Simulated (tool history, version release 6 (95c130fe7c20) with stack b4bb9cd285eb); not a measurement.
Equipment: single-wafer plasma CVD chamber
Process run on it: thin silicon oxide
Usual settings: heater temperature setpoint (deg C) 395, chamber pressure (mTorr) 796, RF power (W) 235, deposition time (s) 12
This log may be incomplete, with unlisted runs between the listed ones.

| run | day | heater temperature setpoint (deg C) | chamber pressure (mTorr) | RF power (W) | deposition time (s) | wafers since the last listed run | hours since the last thermocouple change | hours since the last RF generator calibration | hours since the last manometer calibration | hours since the showerhead was replaced | hours since the gauge calibration | read-back reference wafer on the same gauge, thickness_nm | mean film thickness on the monitor wafer (Å) |
|---|---|---|---|---|---|---|---|---|---|---|---|---|---|
| 1 | 0 | 395 | 796 | 235 | 12 | 0 | 1309.2 | 2295.3 | 1942.7 | 4978.3 | 33.3 | 16.82 | 194.03 |
| 2 | 0.538 | 395 | 796 | 235 | 12 | 348 | 1322.1 | 2308.2 | 1955.6 | 4991.2 | 46.2 | 16.83 | 193.7 |
| 3 | 1.133 | 395 | 796 | 235 | 12 | 385 | 1336.4 | 2322.5 | 1969.9 | 5005.5 | 60.5 | 16.829 | 193.85 |
| 4 | 1.533 | 395 | 796 | 200 | 12 | 259 | 1346 | 2332.1 | 1979.5 | 5015.1 | 70.1 | 16.852 | 176.66 |
|  | 2.154 | capacitance manometer re-zeroed and calibrated |
| 5 | 2.279 | 395 | 796 | 200 | 12 | 267 | 1363.9 | 2350 | 3 | 5033 | 88 | 16.85 | 178.11 |
| 6 | 2.733 | 395 | 796 | 235 | 12 | 294 | 1374.8 | 2360.9 | 13.9 | 5043.9 | 98.9 | 16.874 | 194.13 |
| 7 | 3.258 | 395 | 796 | 235 | 10.2 | 340 | 1387.4 | 2373.5 | 26.5 | 5056.5 | 111.5 | 16.876 | 165.65 |
|  | 3.708 | thermocouple changed; heater temperature recalibrated |
| 8 | 3.729 | 386 | 796 | 200 | 9.6 | 89 | 0.5 | 2384.8 | 37.8 | 5067.8 | 122.8 | 16.881 | 143.14 |
|  | 4.167 | showerhead replaced |
| 9 | 4.188 | 381 | 796 | 280 | 14.1 | 80 | 11.5 | 2395.8 | 48.8 | 0.5 | 133.8 | 16.895 | 252.14 |
|  | 4.904 | RF generator calibrated |
| 10 | 4.925 | 395 | 730 | 265 | 12 | 261 | 29.2 | 0.5 | 66.5 | 18.2 | 151.5 | 16.896 | 198.19 |
|  | 4.988 | gauge calibrated |
| 11 | 5.192 | 395 | 796 | 235 | 12 | 172 | 35.6 | 6.9 | 72.9 | 24.6 | 4.9 | 16.804 | 193.55 |
| 12 | 5.45 | 388 | 907 | 265 | 12.7 | 167 | 41.8 | 13.1 | 79.1 | 30.8 | 11.1 | 16.822 | 234.84 |
| 13 | 6.008 | 400 | 666 | 220 | 10.7 | 361 | 55.2 | 26.5 | 92.5 | 44.2 | 24.5 | 16.825 | 151.64 |
| 14 | 6.696 | 395 | 796 | 235 | 10.2 | 445 | 71.7 | 43 | 109 | 60.7 | 41 | 16.828 | 164.69 |

3 options for the next run, each taken on its own from the tool as it stands now. Forecast them:
| A | 6.712 | 395 | 609 | 235 | 12 | 10 | 72.1 | 43.4 | 109.4 | 61.1 | 41.4 | ? | ? |
| B | 6.712 | 395 | 796 | 205 | 14.3 | 10 | 72.1 | 43.4 | 109.4 | 61.1 | 41.4 | ? | ? |
| C | 6.712 | 400 | 796 | 205 | 12 | 10 | 72.1 | 43.4 | 109.4 | 61.1 | 41.4 | ? | ? |

| run | read-back reference wafer on the same gauge, thickness_nm | mean film thickness on the monitor wafer (Å) |
|---|---|---|
| A | 16.827 | 169.33 |
| B | 16.827 | 214.36 |
| C | 16.827 | 179.31 |
With the hidden condition removed and each run's random variation left untouched, the same runs would have given:
| run | mean film thickness on the monitor wafer (Å) |
|---|---|
| A | 169.05 |
| B | 214 |
| C | 179.01 |

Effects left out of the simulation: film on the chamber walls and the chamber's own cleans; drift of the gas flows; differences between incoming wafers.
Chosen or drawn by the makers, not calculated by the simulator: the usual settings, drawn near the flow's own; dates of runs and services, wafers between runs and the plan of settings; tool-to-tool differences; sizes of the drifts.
